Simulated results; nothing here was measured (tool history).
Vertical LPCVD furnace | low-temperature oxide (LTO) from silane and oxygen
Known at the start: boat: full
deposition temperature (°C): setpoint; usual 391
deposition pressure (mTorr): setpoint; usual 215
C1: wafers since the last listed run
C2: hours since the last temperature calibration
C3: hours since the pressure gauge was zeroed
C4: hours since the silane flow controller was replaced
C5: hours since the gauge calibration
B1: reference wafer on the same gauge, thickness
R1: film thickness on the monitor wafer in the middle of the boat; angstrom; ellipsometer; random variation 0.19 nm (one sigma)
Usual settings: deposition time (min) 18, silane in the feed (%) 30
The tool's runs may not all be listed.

run 1 day=0 | deposition_temperature_(°C)=382 deposition_pressure_(mTorr)=215 deposition_time_(min)=12.5 silane_in_the_feed_(%)=30 | C1=0 C2=2846.8 C3=1640.8 C4=4977.6 C5=135.6 | B1=95.82 | R1=646.8
run 2 day=0.325 | deposition_temperature_(°C)=391 deposition_pressure_(mTorr)=215 deposition_time_(min)=18 silane_in_the_feed_(%)=30 | C1=102 C2=2854.6 C3=1648.6 C4=4985.4 C5=143.4 | B1=95.84 | R1=1043.1
run 3 day=1.025 | deposition_temperature_(°C)=391 deposition_pressure_(mTorr)=215 deposition_time_(min)=18 silane_in_the_feed_(%)=30 | C1=221 C2=2871.4 C3=1665.4 C4=5002.2 C5=160.2 | B1=95.88 | R1=1039.6
run 4 day=1.471 | deposition_temperature_(°C)=391 deposition_pressure_(mTorr)=215 deposition_time_(min)=18 silane_in_the_feed_(%)=30 | C1=140 C2=2882.1 C3=1676.1 C4=5012.9 C5=170.9 | B1=95.96 | R1=1042.1
run 5 day=2.183 | deposition_temperature_(°C)=391 deposition_pressure_(mTorr)=215 deposition_time_(min)=18 silane_in_the_feed_(%)=30 | C1=225 C2=2899.2 C3=1693.2 C4=5030 C5=188 | B1=95.94 | R1=1043.6
run 6 day=2.546 | deposition_temperature_(°C)=391 deposition_pressure_(mTorr)=215 deposition_time_(min)=18 silane_in_the_feed_(%)=30 | C1=114 C2=2907.9 C3=1701.9 C4=5038.7 C5=196.7 | B1=95.91 | R1=1046.3
run 7 day=2.958 | deposition_temperature_(°C)=391 deposition_pressure_(mTorr)=215 deposition_time_(min)=18 silane_in_the_feed_(%)=30 | C1=130 C2=2917.8 C3=1711.8 C4=5048.6 C5=206.6 | B1=95.98 | R1=1048.3
run 8 day=3.55 | deposition_temperature_(°C)=391 deposition_pressure_(mTorr)=230 deposition_time_(min)=18 silane_in_the_feed_(%)=30 | C1=186 C2=2932 C3=1726 C4=5062.8 C5=220.8 | B1=95.91 | R1=1117.9
run 9 day=4.271 | deposition_temperature_(°C)=391 deposition_pressure_(mTorr)=215 deposition_time_(min)=18 silane_in_the_feed_(%)=30 | C1=227 C2=2949.3 C3=1743.3 C4=5080.1 C5=238.1 | B1=95.89 | R1=1045.7
run 10 day=4.983 | deposition_temperature_(°C)=391 deposition_pressure_(mTorr)=215 deposition_time_(min)=18 silane_in_the_feed_(%)=30 | C1=225 C2=2966.4 C3=1760.4 C4=5097.2 C5=255.2 | B1=95.88 | R1=1049.1
run 11 day=5.521 | deposition_temperature_(°C)=391 deposition_pressure_(mTorr)=215 deposition_time_(min)=18 silane_in_the_feed_(%)=30 | C1=169 C2=2979.3 C3=1773.3 C4=5110.1 C5=268.1 | B1=95.94 | R1=1050.5
run 12 day=6.033 | deposition_temperature_(°C)=391 deposition_pressure_(mTorr)=215 deposition_time_(min)=18 silane_in_the_feed_(%)=30 | C1=161 C2=2991.6 C3=1785.6 C4=5122.4 C5=280.4 | B1=95.89 | R1=1050.2
-- day=6.875 gauge calibrated
-- day=7.058 thermocouples replaced and temperature profile calibrated
run 13 day=7.079 | deposition_temperature_(°C)=391 deposition_pressure_(mTorr)=215 deposition_time_(min)=18 silane_in_the_feed_(%)=30 | C1=14 C2=0.5 C3=1810.7 C4=5147.5 C5=4.9 | B1=95.91 | R1=1053
run 14 day=7.238 | deposition_temperature_(°C)=400 deposition_pressure_(mTorr)=245 deposition_time_(min)=18 silane_in_the_feed_(%)=30 | C1=50 C2=4.3 C3=1814.5 C4=5151.3 C5=8.7 | B1=95.88 | R1=1328.3
run 15 day=7.396 | deposition_temperature_(°C)=391 deposition_pressure_(mTorr)=215 deposition_time_(min)=18 silane_in_the_feed_(%)=26 | C1=50 C2=8.1 C3=1818.3 C4=5155.1 C5=12.5 | B1=95.89 | R1=846.8
run 16 day=8.254 | deposition_temperature_(°C)=382 deposition_pressure_(mTorr)=215 deposition_time_(min)=12.5 silane_in_the_feed_(%)=30 | C1=271 C2=28.7 C3=1838.9 C4=5175.7 C5=33.1 | B1=95.86 | R1=656.6
-- day=9.633 silane flow controller replaced
-- day=9.812 pressure gauge zeroed
run 17 day=9.833 | deposition_temperature_(°C)=391 deposition_pressure_(mTorr)=215 deposition_time_(min)=18 silane_in_the_feed_(%)=30 | C1=126 C2=66.6 C3=0.5 C4=4.8 C5=71 | B1=95.89 | R1=1000.8
run 18 day=9.988 | deposition_temperature_(°C)=391 deposition_pressure_(mTorr)=235 deposition_time_(min)=12 silane_in_the_feed_(%)=26 | C1=48 C2=70.3 C3=4.2 C4=8.5 C5=74.7 | B1=95.95 | R1=584
run 19 day=10.146 | deposition_temperature_(°C)=391 deposition_pressure_(mTorr)=215 deposition_time_(min)=12.5 silane_in_the_feed_(%)=28 | C1=50 C2=74.1 C3=8 C4=12.3 C5=78.5 | B1=95.87 | R1=627.7
run 20 day=10.304 | deposition_temperature_(°C)=397 deposition_pressure_(mTorr)=215 deposition_time_(min)=14.5 silane_in_the_feed_(%)=30 | C1=50 C2=77.9 C3=11.8 C4=16.1 C5=82.3 | B1=95.91 | R1=867.8
run 21 day=10.458 | deposition_temperature_(°C)=391 deposition_pressure_(mTorr)=215 deposition_time_(min)=24.5 silane_in_the_feed_(%)=30 | C1=48 C2=81.6 C3=15.5 C4=19.8 C5=86 | B1=95.87 | R1=1360.3
run 22 day=10.983 | deposition_temperature_(°C)=391 deposition_pressure_(mTorr)=215 deposition_time_(min)=18 silane_in_the_feed_(%)=30 | C1=165 C2=94.2 C3=28.1 C4=32.4 C5=98.6 | B1=95.89 | R1=999.9
run 23 day=11.708 | deposition_temperature_(°C)=396 deposition_pressure_(mTorr)=235 deposition_time_(min)=14 silane_in_the_feed_(%)=36 | C1=229 C2=111.6 C3=45.5 C4=49.8 C5=116 | B1=95.84 | R1=1166.5
run 24 day=12.346 | deposition_temperature_(°C)=391 deposition_pressure_(mTorr)=190 deposition_time_(min)=18 silane_in_the_feed_(%)=30 | C1=201 C2=126.9 C3=60.8 C4=65.1 C5=131.3 | B1=95.87 | R1=884.9
run 25 day=12.608 | deposition_temperature_(°C)=399 deposition_pressure_(mTorr)=215 deposition_time_(min)=18 silane_in_the_feed_(%)=30 | C1=82 C2=133.2 C3=67.1 C4=71.4 C5=137.6 | B1=95.85 | R1=1102.2
run 26 day=12.942 | deposition_temperature_(°C)=402 deposition_pressure_(mTorr)=190 deposition_time_(min)=11 silane_in_the_feed_(%)=26 | C1=105 C2=141.2 C3=75.1 C4=79.4 C5=145.6 | B1=95.92 | R1=498.7
run 27 day=13.325 | deposition_temperature_(°C)=379 deposition_pressure_(mTorr)=215 deposition_time_(min)=18 silane_in_the_feed_(%)=33 | C1=121 C2=150.4 C3=84.3 C4=88.6 C5=154.8 | B1=95.88 | R1=995.7

5 ways to go on from here, each from the tool as it stands after run 27. What would each give?
run A day=13.488 | deposition_temperature_(°C)=391 deposition_pressure_(mTorr)=245 deposition_time_(min)=18 silane_in_the_feed_(%)=30 | C1=51 C2=154.3 C3=88.2 C4=92.5 C5=158.7 | B1=? | R1=?
run B day=13.488 | deposition_temperature_(°C)=394 deposition_pressure_(mTorr)=195 deposition_time_(min)=18 silane_in_the_feed_(%)=30 | C1=51 C2=154.3 C3=88.2 C4=92.5 C5=158.7 | B1=? | R1=?
run C day=13.488 | deposition_temperature_(°C)=391 deposition_pressure_(mTorr)=185 deposition_time_(min)=18 silane_in_the_feed_(%)=30 | C1=51 C2=154.3 C3=88.2 C4=92.5 C5=158.7 | B1=? | R1=?
run D day=13.488 | deposition_temperature_(°C)=384 deposition_pressure_(mTorr)=165 deposition_time_(min)=13 silane_in_the_feed_(%)=26 | C1=51 C2=154.3 C3=88.2 C4=92.5 C5=158.7 | B1=? | R1=?
run E day=13.488 | deposition_temperature_(°C)=391 deposition_pressure_(mTorr)=185 deposition_time_(min)=18 silane_in_the_feed_(%)=32 | C1=51 C2=154.3 C3=88.2 C4=92.5 C5=158.7 | B1=? | R1=?

run=A B1=95.96 R1=1142
run=B B1=95.96 R1=944.4
run=C B1=95.96 R1=864
run=D B1=95.96 R1=408.9
run=E B1=95.96 R1=949.6
Without the tool's hidden state the same runs would have given:
run=A R1=1135.1
run=B R1=937.3
run=C R1=857.1
run=D R1=405.2
run=E R1=942
